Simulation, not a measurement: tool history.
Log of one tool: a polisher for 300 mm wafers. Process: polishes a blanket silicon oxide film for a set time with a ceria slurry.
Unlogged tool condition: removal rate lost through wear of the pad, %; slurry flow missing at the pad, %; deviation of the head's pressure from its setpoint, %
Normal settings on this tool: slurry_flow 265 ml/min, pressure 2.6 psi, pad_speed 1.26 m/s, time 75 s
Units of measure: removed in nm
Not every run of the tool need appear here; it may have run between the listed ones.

| run | hour | slurry_flow | pressure | pad_speed | time | wafers since the last listed run | wafers polished on this pad | hours since the slurry nozzle was cleaned | hours since the head pressure was calibrated | incoming thickness of the incoming film, nm | removed |
|---|---|---|---|---|---|---|---|---|---|---|---|
| 1 | 0.0 | 265 | 2.6 | 0.98 | 75 | 0 | 1129 | 172.3 | 656.2 | 1749.7 | 244.0 |
| 2 | 32.2 | 265 | 2.6 | 0.98 | 75 | 434 | 1564 | 204.5 | 688.4 | 1774.4 | 244.8 |
| 3 | 46.0 | 265 | 2.6 | 0.94 | 75 | 186 | 1751 | 218.3 | 702.2 | 1740.1 | 235.1 |
| 4 | 69.7 | 265 | 2.6 | 0.94 | 75 | 320 | 2071 | 242.0 | 725.9 | 1735.8 | 236.8 |
|  | 80.9 | worn pad replaced by a new one |
| 5 | 94.9 | 265 | 3.0 | 1.26 | 75 | 286 | 188 | 267.2 | 751.1 | 1727.9 | 362.6 |
| 6 | 113.8 | 265 | 3.0 | 1.26 | 75 | 255 | 443 | 286.1 | 770.0 | 1731.9 | 367.5 |
| 7 | 136.4 | 265 | 2.6 | 1.26 | 75 | 305 | 749 | 308.7 | 792.6 | 1749.0 | 315.0 |
| 8 | 154.3 | 265 | 2.6 | 1.26 | 75 | 241 | 990 | 326.6 | 810.5 | 1731.4 | 313.9 |
| 9 | 185.0 | 265 | 2.6 | 1.26 | 75 | 414 | 1405 | 357.3 | 841.2 | 1740.9 | 315.1 |
|  | 223.3 | worn pad replaced by a new one |
| 10 | 223.8 | 265 | 2.6 | 1.26 | 75 | 470 | 6 | 396.1 | 880.0 | 1750.3 | 305.3 |
| 11 | 245.4 | 265 | 2.6 | 1.26 | 75 | 291 | 297 | 417.7 | 901.6 | 1751.6 | 312.3 |
| 12 | 281.3 | 265 | 2.6 | 1.26 | 75 | 484 | 782 | 453.6 | 937.5 | 1755.4 | 305.0 |
|  | 294.8 | slurry nozzle cleaned |
| 13 | 312.7 | 265 | 2.6 | 1.26 | 75 | 410 | 1193 | 17.9 | 968.9 | 1728.8 | 316.3 |
| 14 | 335.8 | 265 | 2.6 | 1.26 | 75 | 312 | 1505 | 41.0 | 992.0 | 1756.1 | 318.5 |
|  | 359.3 | worn pad replaced by a new one |
| 15 | 359.8 | 230 | 2.6 | 1.26 | 75 | 270 | 6 | 65.0 | 1016.0 | 1774.4 | 319.4 |
| 16 | 394.8 | 265 | 2.6 | 1.26 | 75 | 472 | 479 | 100.0 | 1051.0 | 1742.0 | 319.5 |
|  | 416.0 | head pressure recalibrated |
| 17 | 440.6 | 315 | 1.9 | 1.54 | 91 | 591 | 1071 | 145.8 | 24.6 | 1735.6 | 322.4 |
| 18 | 461.4 | 265 | 2.3 | 1.26 | 75 | 280 | 1351 | 166.6 | 45.4 | 1730.2 | 257.6 |
| 19 | 479.9 | 180 | 1.8 | 1.06 | 75 | 249 | 1601 | 185.1 | 63.9 | 1729.6 | 168.0 |
|  | 484.1 | worn pad replaced by a new one |
| 20 | 496.9 | 265 | 2.6 | 1.60 | 59 | 175 | 173 | 202.1 | 80.9 | 1744.4 | 298.0 |
| 21 | 523.5 | 265 | 2.6 | 1.26 | 75 | 359 | 532 | 228.7 | 107.5 | 1727.1 | 293.1 |
| 22 | 553.1 | 325 | 3.5 | 1.68 | 85 | 399 | 932 | 258.3 | 137.1 | 1764.3 | 621.3 |
| 23 | 580.9 | 225 | 2.6 | 1.38 | 75 | 375 | 1308 | 286.1 | 164.9 | 1766.0 | 327.0 |
| 24 | 594.3 | 350 | 2.6 | 1.26 | 75 | 180 | 1489 | 299.5 | 178.3 | 1721.4 | 307.3 |
| 25 | 624.6 | 330 | 1.7 | 1.26 | 63 | 409 | 1898 | 329.8 | 208.6 | 1735.3 | 166.0 |
|  | 643.1 | worn pad replaced by a new one |
| 26 | 659.6 | 265 | 2.6 | 0.82 | 75 | 418 | 223 | 364.8 | 243.6 | 1735.3 | 194.8 |
| 27 | 686.4 | 180 | 1.8 | 1.06 | 75 | 361 | 585 | 391.6 | 270.4 | 1749.9 | 169.0 |

Run 28 is up next; what results do you expect?
|  | 701.0 | slurry nozzle cleaned |
| 28 | 721.9 | 265 | 2.6 | 0.84 | 75 | 465 | 1051 | 20.9 | 305.9 | 1726.6 | ? |

{"run 28": {"removed": 206.3}}
Take away the tool's hidden state, keep the run-to-run variation as it was, and the same run would have given removed 193.8 nm.
